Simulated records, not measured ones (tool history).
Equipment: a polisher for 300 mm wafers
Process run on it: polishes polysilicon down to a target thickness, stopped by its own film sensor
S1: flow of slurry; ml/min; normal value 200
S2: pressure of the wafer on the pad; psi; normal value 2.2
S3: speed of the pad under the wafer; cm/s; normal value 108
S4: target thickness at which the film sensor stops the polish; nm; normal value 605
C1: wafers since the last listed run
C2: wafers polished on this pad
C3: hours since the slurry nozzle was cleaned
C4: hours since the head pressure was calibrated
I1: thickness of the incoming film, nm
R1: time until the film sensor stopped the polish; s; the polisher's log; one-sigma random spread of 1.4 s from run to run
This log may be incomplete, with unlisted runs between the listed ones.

Run 1, hour 0: usual settings but S1 170 ml/min, S2 2.7 psi; C1 0; C2 4071; C3 66.5; C4 805.3; I1 1254.6. Result: R1 87.1 s.
At hour 46.8: worn pad replaced by a new one.
Run 2, hour 67.8: usual settings but S1 170 ml/min, S2 2.7 psi; C1 765; C2 252; C3 134.3; C4 873.1; I1 1257.6. Result: R1 87 s.
Run 3, hour 129.2: usual settings; C1 737; C2 989; C3 195.7; C4 934.5; I1 1260.8. Result: R1 106.3 s.
Run 4, hour 161.2: usual settings; C1 384; C2 1373; C3 227.7; C4 966.5; I1 1290.9. Result: R1 111.3 s.
At hour 213.6: head pressure recalibrated.
Run 5, hour 247: usual settings; C1 1006; C2 2379; C3 313.5; C4 33.4; I1 1266.4. Result: R1 112.1 s.
Run 6, hour 296.1: usual settings; C1 589; C2 2969; C3 362.6; C4 82.5; I1 1284.5. Result: R1 115.8 s.
Run 7, hour 326.8: usual settings; C1 368; C2 3337; C3 393.3; C4 113.2; I1 1294.3. Result: R1 117.5 s.
At hour 362.1: slurry nozzle cleaned.
Run 8, hour 379.5: usual settings; C1 620; C2 3958; C3 17.4; C4 165.9; I1 1259.9. Result: R1 104.9 s.
At hour 410.9: worn pad replaced by a new one.
Run 9, hour 450.8: usual settings but S4 745 nm; C1 808; C2 478; C3 88.7; C4 237.2; I1 1279.8. Result: R1 87.7 s.
Run 10, hour 520.4: usual settings but S2 1.6 psi; C1 835; C2 1314; C3 158.3; C4 306.8; I1 1281.5. Result: R1 153.6 s.
Run 11, hour 554.7: usual settings but S2 1.6 psi; C1 411; C2 1726; C3 192.6; C4 341.1; I1 1261.3. Result: R1 147.8 s.
Run 12, hour 625: usual settings but S2 1.6 psi; C1 844; C2 2570; C3 262.9; C4 411.4; I1 1284. Result: R1 153.9 s.
Run 13, hour 664.1: usual settings; C1 469; C2 3039; C3 302; C4 450.5; I1 1277.5. Result: R1 114.1 s.
Run 14, hour 689.4: usual settings; C1 303; C2 3343; C3 327.3; C4 475.8; I1 1282.1. Result: R1 113.8 s.
Run 15, hour 721: usual settings; C1 379; C2 3723; C3 358.9; C4 507.4; I1 1269.2. Result: R1 112.5 s.
Run 16, hour 768.2: usual settings but S3 98 cm/s; C1 566; C2 4289; C3 406.1; C4 554.6; I1 1267.7. Result: R1 125.4 s.
At hour 787.6: slurry nozzle cleaned.
At hour 796.1: worn pad replaced by a new one.
Run 17, hour 810.9: usual settings but S1 175 ml/min, S2 1.9 psi, S3 138 cm/s; C1 452; C2 177; C3 23.3; C4 597.3; I1 1276.9. Result: R1 101.7 s.
Run 18, hour 879: usual settings; C1 817; C2 994; C3 91.4; C4 665.4; I1 1276.4. Result: R1 108.2 s.
Run 19, hour 920.9: usual settings; C1 503; C2 1497; C3 133.3; C4 707.3; I1 1249.5. Result: R1 107.5 s.
Run 20, hour 965.3: usual settings but S1 240 ml/min, S2 3 psi, S3 96 cm/s; C1 533; C2 2030; C3 177.7; C4 751.7; I1 1267.6. Result: R1 85.7 s.
Run 21, hour 998.6: usual settings but S1 175 ml/min, S2 1.9 psi, S3 138 cm/s; C1 399; C2 2430; C3 211; C4 785; I1 1250.9. Result: R1 100.4 s.
Run 22, hour 1040.7: usual settings but S1 230 ml/min, S2 2.6 psi; C1 505; C2 2936; C3 253.1; C4 827.1; I1 1259.4. Result: R1 91.9 s.
Run 23, hour 1073.9: usual settings but S1 245 ml/min, S3 120 cm/s; C1 398; C2 3334; C3 286.3; C4 860.3; I1 1296.3. Result: R1 102.8 s.
Run 24, hour 1134: usual settings but S1 165 ml/min, S2 2.7 psi; C1 721; C2 4056; C3 346.4; C4 920.4; I1 1279.5. Result: R1 96.4 s.
Run 25, hour 1158.6: usual settings but S2 2.8 psi, S3 126 cm/s, S4 703 nm; C1 295; C2 4351; C3 371; C4 945; I1 1277.9. Result: R1 66.3 s.
At hour 1179.6: head pressure recalibrated.
At hour 1182.2: slurry nozzle cleaned.
At hour 1204.7: worn pad replaced by a new one.
Run 26, hour 1222.4: usual settings but S3 88 cm/s; C1 681; C2 212; C3 40.2; C4 42.8; I1 1280.1. Result: R1 132.9 s.
Run 27, hour 1272.3: usual settings but S1 180 ml/min, S2 1.9 psi, S3 92 cm/s; C1 599; C2 811; C3 90.1; C4 92.7; I1 1267.5. Result: R1 146.1 s.
Run 28, hour 1328.4: usual settings but S1 160 ml/min, S4 757 nm; C1 673; C2 1484; C3 146.2; C4 148.8; I1 1252.9. Result: R1 82.6 s.
Run 29, hour 1396: usual settings but S4 768 nm; C1 811; C2 2296; C3 213.8; C4 216.4; I1 1267.2. Result: R1 82 s.
Run 30, hour 1432.7: usual settings; C1 440; C2 2737; C3 250.5; C4 253.1; I1 1267.8. Result: R1 108.4 s.
Run 31, hour 1497.9: usual settings; C1 782; C2 3519; C3 315.7; C4 318.3; I1 1263.2. Result: R1 108.9 s.
Run 32, hour 1538.1: usual settings but S2 2.7 psi; C1 482; C2 4002; C3 355.9; C4 358.5; I1 1252.8. Result: R1 88.7 s.
At hour 1541.4: slurry nozzle cleaned.
At hour 1608.8: worn pad replaced by a new one.
Run 33, hour 1609.3: usual settings; C1 794; C2 5; C3 67.9; C4 429.7; I1 1278.8. Result: R1 107.8 s.
Run 34, hour 1634.6: usual settings but S1 220 ml/min, S2 2.9 psi; C1 303; C2 309; C3 93.2; C4 455; I1 1273.6. Result: R1 79.9 s.
Run 35, hour 1678.5: usual settings but S1 220 ml/min, S2 2.9 psi; C1 527; C2 836; C3 137.1; C4 498.9; I1 1280.5. Result: R1 81.6 s.

Predict each of these 5 candidate next runs independently; none follows another, all start after run 35:
Run A, hour 1678.9: usual settings; C1 4; C2 841; C3 137.5; C4 499.3; I1 1284.1. Result: R1 ?.
Run B, hour 1678.9: usual settings but S1 225 ml/min, S2 1.9 psi; C1 4; C2 841; C3 137.5; C4 499.3; I1 1284.1. Result: R1 ?.
Run C, hour 1678.9: usual settings but S1 240 ml/min, S4 806 nm; C1 4; C2 841; C3 137.5; C4 499.3; I1 1284.1. Result: R1 ?.
Run D, hour 1678.9: usual settings but S1 140 ml/min, S2 2.9 psi; C1 4; C2 841; C3 137.5; C4 499.3; I1 1284.1. Result: R1 ?.
Run E, hour 1678.9: usual settings but S1 220 ml/min, S2 2.8 psi, S3 96 cm/s, S4 521 nm; C1 4; C2 841; C3 137.5; C4 499.3; I1 1284.1. Result: R1 ?.

run     R1
  A  107.7
  B  123.3
  C   74.5
  D   84.7
  E  105.2
Without the tool's hidden state the same runs would have given:
run     R1
  A    107
  B  122.5
  C   74.1
  D     84
  E  104.5
